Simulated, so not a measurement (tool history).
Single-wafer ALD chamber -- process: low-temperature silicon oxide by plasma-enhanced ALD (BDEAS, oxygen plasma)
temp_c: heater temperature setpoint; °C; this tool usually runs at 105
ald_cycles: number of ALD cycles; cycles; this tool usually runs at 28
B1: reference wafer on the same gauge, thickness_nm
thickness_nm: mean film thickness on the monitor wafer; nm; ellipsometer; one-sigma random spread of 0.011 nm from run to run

{"run": 1, "hour": 0.0, "temp_c": 105, "ald_cycles": 28, "B1": 4.217, "thickness_nm": 4.266}
{"run": 2, "hour": 90.0, "temp_c": 105, "ald_cycles": 28, "B1": 4.225, "thickness_nm": 4.262}
{"run": 3, "hour": 126.7, "temp_c": 105, "ald_cycles": 28, "B1": 4.22, "thickness_nm": 4.264}
{"run": 4, "hour": 440.4, "temp_c": 105, "ald_cycles": 28, "B1": 4.223, "thickness_nm": 4.273}
{"run": 5, "hour": 507.7, "temp_c": 105, "ald_cycles": 28, "B1": 4.22, "thickness_nm": 4.266}
{"run": 6, "hour": 570.1, "temp_c": 114, "ald_cycles": 28, "B1": 4.226, "thickness_nm": 4.198}
{"run": 7, "hour": 621.9, "temp_c": 114, "ald_cycles": 28, "B1": 4.22, "thickness_nm": 4.209}
{"run": 8, "hour": 691.4, "temp_c": 105, "ald_cycles": 28, "B1": 4.224, "thickness_nm": 4.283}
{"run": 9, "hour": 775.0, "temp_c": 105, "ald_cycles": 28, "B1": 4.22, "thickness_nm": 4.293}
{"run": 10, "hour": 881.4, "temp_c": 105, "ald_cycles": 28, "B1": 4.221, "thickness_nm": 4.281}
{"run": 11, "hour": 951.0, "temp_c": 105, "ald_cycles": 24, "B1": 4.219, "thickness_nm": 3.671}
{"run": 12, "hour": 1037.3, "temp_c": 117, "ald_cycles": 28, "B1": 4.218, "thickness_nm": 4.194}
{"run": 13, "hour": 1141.2, "temp_c": 115, "ald_cycles": 33, "B1": 4.221, "thickness_nm": 4.955}
{"hour": 1175.3, "done": "thermocouple changed; heater temperature recalibrated"}
{"run": 14, "hour": 1200.5, "temp_c": 114, "ald_cycles": 25, "B1": 4.217, "thickness_nm": 3.724}
{"run": 15, "hour": 1300.6, "temp_c": 105, "ald_cycles": 31, "B1": 4.222, "thickness_nm": 4.716}
{"hour": 1346.1, "done": "gauge calibrated"}
{"run": 16, "hour": 1526.3, "temp_c": 111, "ald_cycles": 30, "B1": 4.219, "thickness_nm": 4.5}
{"run": 17, "hour": 1582.1, "temp_c": 114, "ald_cycles": 25, "B1": 4.216, "thickness_nm": 3.727}
{"run": 18, "hour": 1658.1, "temp_c": 105, "ald_cycles": 28, "B1": 4.224, "thickness_nm": 4.267}
{"run": 19, "hour": 1703.2, "temp_c": 94, "ald_cycles": 31, "B1": 4.223, "thickness_nm": 4.916}

Measured minus without-hidden-state, run by run (identical run-to-run variation in each term; gauge scatter may differ):
What the log doesn't record here: wafer temperature above the value expected at the setpoint (K); gauge reads high (%).
run=1 thickness_nm=+0.009
run=2 thickness_nm=+0.011
run=3 thickness_nm=+0.011
run=4 thickness_nm=+0.018
run=5 thickness_nm=+0.02
run=6 thickness_nm=+0.022
run=7 thickness_nm=+0.024
run=8 thickness_nm=+0.025
run=9 thickness_nm=+0.028
run=10 thickness_nm=+0.031
run=11 thickness_nm=+0.028
run=12 thickness_nm=+0.036
run=13 thickness_nm=+0.046
run=14 thickness_nm=+0.003
run=15 thickness_nm=+0.005
run=16 thickness_nm=+0.005
run=17 thickness_nm=+0.005
run=18 thickness_nm=+0.006
run=19 thickness_nm=+0.014
